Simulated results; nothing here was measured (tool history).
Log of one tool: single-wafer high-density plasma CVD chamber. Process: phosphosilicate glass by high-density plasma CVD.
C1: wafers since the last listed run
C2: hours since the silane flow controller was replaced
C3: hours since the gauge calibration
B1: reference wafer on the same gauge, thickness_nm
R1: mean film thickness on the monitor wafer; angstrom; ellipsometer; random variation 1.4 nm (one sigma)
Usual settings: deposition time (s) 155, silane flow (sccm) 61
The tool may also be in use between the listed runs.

run 1 hour=0 | deposition_time_(s)=155 silane_flow_(sccm)=61 | C1=0 C2=3298.1 C3=5.8 | B1=801.268 | R1=9015.9
run 2 hour=29.9 | deposition_time_(s)=155 silane_flow_(sccm)=61 | C1=250 C2=3328 C3=35.7 | B1=801.239 | R1=9013.17
run 3 hour=61.6 | deposition_time_(s)=155 silane_flow_(sccm)=61 | C1=265 C2=3359.7 C3=67.4 | B1=801.166 | R1=8979
run 4 hour=74.3 | deposition_time_(s)=161 silane_flow_(sccm)=61 | C1=106 C2=3372.4 C3=80.1 | B1=801.331 | R1=9331.6
run 5 hour=101.9 | deposition_time_(s)=161 silane_flow_(sccm)=61 | C1=230 C2=3400 C3=107.7 | B1=800.87 | R1=9318.57
run 6 hour=114.6 | deposition_time_(s)=161 silane_flow_(sccm)=61 | C1=106 C2=3412.7 C3=120.4 | B1=800.749 | R1=9324.69
run 7 hour=142.2 | deposition_time_(s)=164 silane_flow_(sccm)=69 | C1=230 C2=3440.3 C3=148 | B1=800.947 | R1=10636.17
run 8 hour=171.2 | deposition_time_(s)=144 silane_flow_(sccm)=61 | C1=242 C2=3469.3 C3=177 | B1=801.367 | R1=8326.05
-- hour=209 silane flow controller replaced
run 9 hour=209.5 | deposition_time_(s)=144 silane_flow_(sccm)=57 | C1=253 C2=0.5 C3=215.3 | B1=800.854 | R1=8280.73
-- hour=222.3 gauge calibrated
run 10 hour=239.7 | deposition_time_(s)=144 silane_flow_(sccm)=57 | C1=252 C2=30.7 C3=17.4 | B1=801.383 | R1=8286.48
run 11 hour=261.3 | deposition_time_(s)=161 silane_flow_(sccm)=61 | C1=180 C2=52.3 C3=39 | B1=800.396 | R1=9840.2
run 12 hour=278.6 | deposition_time_(s)=130 silane_flow_(sccm)=53 | C1=144 C2=69.6 C3=56.3 | B1=800.462 | R1=6999.49
run 13 hour=297.5 | deposition_time_(s)=133 silane_flow_(sccm)=52 | C1=158 C2=88.5 C3=75.2 | B1=800.547 | R1=7058.15
run 14 hour=316.7 | deposition_time_(s)=155 silane_flow_(sccm)=61 | C1=160 C2=107.7 C3=94.4 | B1=801.321 | R1=9484.24
run 15 hour=348.7 | deposition_time_(s)=155 silane_flow_(sccm)=65 | C1=267 C2=139.7 C3=126.4 | B1=801.567 | R1=10026.85

3 ways to go on from here, each from the tool as it stands after run 15. What would each give?
run A hour=349.1 | deposition_time_(s)=155 silane_flow_(sccm)=61 | C1=3 C2=140.1 C3=126.8 | B1=? | R1=?
run B hour=349.1 | deposition_time_(s)=127 silane_flow_(sccm)=54 | C1=3 C2=140.1 C3=126.8 | B1=? | R1=?
run C hour=349.1 | deposition_time_(s)=129 silane_flow_(sccm)=61 | C1=3 C2=140.1 C3=126.8 | B1=? | R1=?

run=A B1=800.714 R1=9474.38
run=B B1=800.714 R1=6957.81
run=C B1=800.714 R1=7885.13
Without the tool's hidden state the same runs would have given:
run=A R1=9518.86
run=B R1=6990.47
run=C R1=7922.15

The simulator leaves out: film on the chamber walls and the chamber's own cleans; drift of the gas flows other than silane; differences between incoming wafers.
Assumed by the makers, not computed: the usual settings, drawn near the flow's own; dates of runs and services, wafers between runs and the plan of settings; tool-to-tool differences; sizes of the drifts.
